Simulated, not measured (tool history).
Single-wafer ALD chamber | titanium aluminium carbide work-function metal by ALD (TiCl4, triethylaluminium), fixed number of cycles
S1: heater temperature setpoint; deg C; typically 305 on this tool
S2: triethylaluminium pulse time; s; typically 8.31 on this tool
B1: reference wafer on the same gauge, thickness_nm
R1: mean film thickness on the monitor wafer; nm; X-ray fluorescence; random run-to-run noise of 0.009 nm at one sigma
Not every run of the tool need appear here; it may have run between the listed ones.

run,hour,S1,S2,B1,R1
1,0,293,8.31,1.788,1.7
2,103.9,293,8.31,1.79,1.724
3,187.1,305,8.31,1.79,1.798
4,288.3,305,8.31,1.79,1.809
5,380.1,305,8.31,1.79,1.803
6,462.1,305,7.01,1.791,1.682
7,527.1,305,7.01,1.79,1.678
8,621.8,305,7.01,1.789,1.665
9,718.7,305,8.31,1.789,1.777
# hour 732.1: thermocouple changed; heater temperature recalibrated
10,800.5,305,8.31,1.791,1.787
# hour 926.4: showerhead replaced
11,933.9,305,8.31,1.791,1.774
12,1039.6,317,7.26,1.789,1.783
13,1099.5,305,8.31,1.79,1.783
# hour 1142.7: gauge calibrated
14,1155,305,9.53,1.79,1.855
15,1198,305,8.31,1.789,1.781
# hour 1234.8: triethylaluminium bottle replaced
16,1243,305,8.31,1.79,1.852
17,1316,305,10.02,1.79,1.895
18,1394.9,309,7.15,1.79,1.786
19,1445.3,305,11.45,1.79,1.937
20,1527.5,305,8.31,1.792,1.828
21,1633.2,317,11.44,1.79,2.02
22,1704.1,305,6.4,1.789,1.665

Alternative continuations, all from the tool just after run 22; predict every row:
A,1704.5,305,8.31,?,?
B,1704.5,301,7.16,?,?
C,1704.5,294,5.52,?,?

run,B1,R1
A,1.79,1.814
B,1.79,1.706
C,1.79,1.463
Take away the tool's hidden state, keep each run's random variation, and the runs would have read:
run,R1
A,1.847
B,1.749
C,1.521

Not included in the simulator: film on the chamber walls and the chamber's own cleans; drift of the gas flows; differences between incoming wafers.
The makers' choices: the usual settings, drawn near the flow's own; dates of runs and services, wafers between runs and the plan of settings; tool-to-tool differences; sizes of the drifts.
